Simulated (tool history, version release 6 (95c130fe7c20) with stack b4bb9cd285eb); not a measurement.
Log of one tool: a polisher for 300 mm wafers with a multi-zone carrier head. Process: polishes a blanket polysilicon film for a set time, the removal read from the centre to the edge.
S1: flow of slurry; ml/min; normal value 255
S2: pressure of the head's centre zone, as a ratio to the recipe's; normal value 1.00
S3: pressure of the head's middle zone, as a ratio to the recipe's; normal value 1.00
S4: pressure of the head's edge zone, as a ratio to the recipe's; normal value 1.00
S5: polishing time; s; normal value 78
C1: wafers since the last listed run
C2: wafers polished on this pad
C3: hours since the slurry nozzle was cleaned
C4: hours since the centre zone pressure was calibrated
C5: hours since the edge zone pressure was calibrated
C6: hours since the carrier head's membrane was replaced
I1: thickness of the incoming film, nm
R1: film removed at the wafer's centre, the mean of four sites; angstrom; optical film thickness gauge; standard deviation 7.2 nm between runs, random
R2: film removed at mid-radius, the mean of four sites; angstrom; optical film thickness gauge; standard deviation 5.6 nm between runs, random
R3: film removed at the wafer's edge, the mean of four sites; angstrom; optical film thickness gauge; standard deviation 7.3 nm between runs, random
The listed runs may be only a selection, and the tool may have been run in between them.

run	hour	S1	S2	S3	S4	S5	C1	C2	C3	C4	C5	C6	I1	R1	R2	R3
1	0.0	255	1.00	1.00	1.00	78	0	433	33.3	1252.3	99.1	11.6	1610.0	4225	4370	4302
2	14.5	255	1.00	1.00	1.00	78	143	576	47.8	1266.8	113.6	26.1	1588.7	4124	4252	4185
3	22.2	255	0.88	1.00	1.00	78	75	652	55.5	1274.5	121.3	33.8	1564.2	3757	4290	4176
4	30.4	255	1.00	1.00	1.00	100	80	733	63.7	1282.7	129.5	42.0	1589.0	5287	5396	5354
5	41.2	255	1.00	1.00	1.00	78	106	839	74.5	1293.5	140.3	52.8	1601.3	4248	4203	4250
# hour 45.7: centre zone pressure recalibrated
# hour 52.0: worn pad replaced by a new one
6	53.8	295	1.00	1.11	1.05	103	65	17	87.1	8.1	152.9	65.4	1584.2	6512	7024	6437
7	62.0	255	0.95	1.00	1.04	78	80	98	95.3	16.3	161.1	73.6	1570.5	4620	4733	4717
8	75.0	255	1.07	1.11	1.06	57	128	227	108.3	29.3	174.1	86.6	1609.8	3602	3636	3334
9	85.9	255	0.96	1.00	0.94	94	107	334	119.2	40.2	185.0	97.5	1572.9	5132	5381	5388
10	98.4	255	0.96	1.00	1.00	78	123	458	131.7	52.7	197.5	110.0	1588.4	4280	4412	4410
11	104.6	255	1.00	1.00	1.00	78	61	519	137.9	58.9	203.7	116.2	1616.1	4406	4412	4421
12	113.1	255	1.00	1.00	1.00	78	83	603	146.4	67.4	212.2	124.7	1596.2	4378	4405	4444
13	123.9	255	1.11	1.00	0.91	85	106	709	157.2	78.2	223.0	135.5	1591.7	5183	4751	4776
14	136.4	175	0.95	0.96	1.00	78	123	833	169.7	90.7	235.5	148.0	1592.9	3831	3919	4176
# hour 145.7: worn pad replaced by a new one
15	149.1	255	1.00	1.00	1.00	78	85	33	182.4	103.4	248.2	160.7	1597.1	4819	4867	4788
16	185.1	255	1.04	1.00	1.00	104	355	389	218.4	139.4	284.2	196.7	1591.0	6145	5948	5917
17	195.6	255	1.00	1.00	1.00	78	103	492	228.9	149.9	294.7	207.2	1560.3	4407	4462	4291
18	207.2	255	0.89	1.06	1.00	78	114	607	240.5	161.5	306.3	218.8	1602.2	3893	4642	4274
19	218.2	255	0.92	0.96	1.00	96	108	715	251.5	172.5	317.3	229.8	1596.5	4755	5189	5454
20	233.7	305	1.00	1.05	1.06	62	152	868	267.0	188.0	332.8	245.3	1604.4	3493	3759	3597
21	240.7	255	1.00	1.00	1.00	78	69	937	274.0	195.0	339.8	252.3	1603.8	4366	4319	4199

What if the next run were any one of these 5? Each begins from the tool's condition after run 21:
A	241.1	255	1.04	1.00	1.00	78	3	941	274.4	195.4	340.2	252.7	1605.5	?	?	?
B	241.1	255	1.00	1.00	0.89	55	3	941	274.4	195.4	340.2	252.7	1605.5	?	?	?
C	241.1	255	1.12	1.11	1.04	67	3	941	274.4	195.4	340.2	252.7	1605.5	?	?	?
D	241.1	200	1.09	1.04	1.00	93	3	941	274.4	195.4	340.2	252.7	1605.5	?	?	?
E	241.1	205	1.03	1.00	0.94	102	3	941	274.4	195.4	340.2	252.7	1605.5	?	?	?

run	R1	R2	R3
A	4407	4293	4379
B	2989	3028	2986
C	4078	4029	3801
D	5295	5107	5083
E	5514	5442	5494
Without the tool's unlogged condition, the same runs would have read:
run	R1	R2	R3
A	4965	4836	4933
B	3367	3411	3364
C	4594	4538	4282
D	5965	5753	5726
E	6211	6130	6189
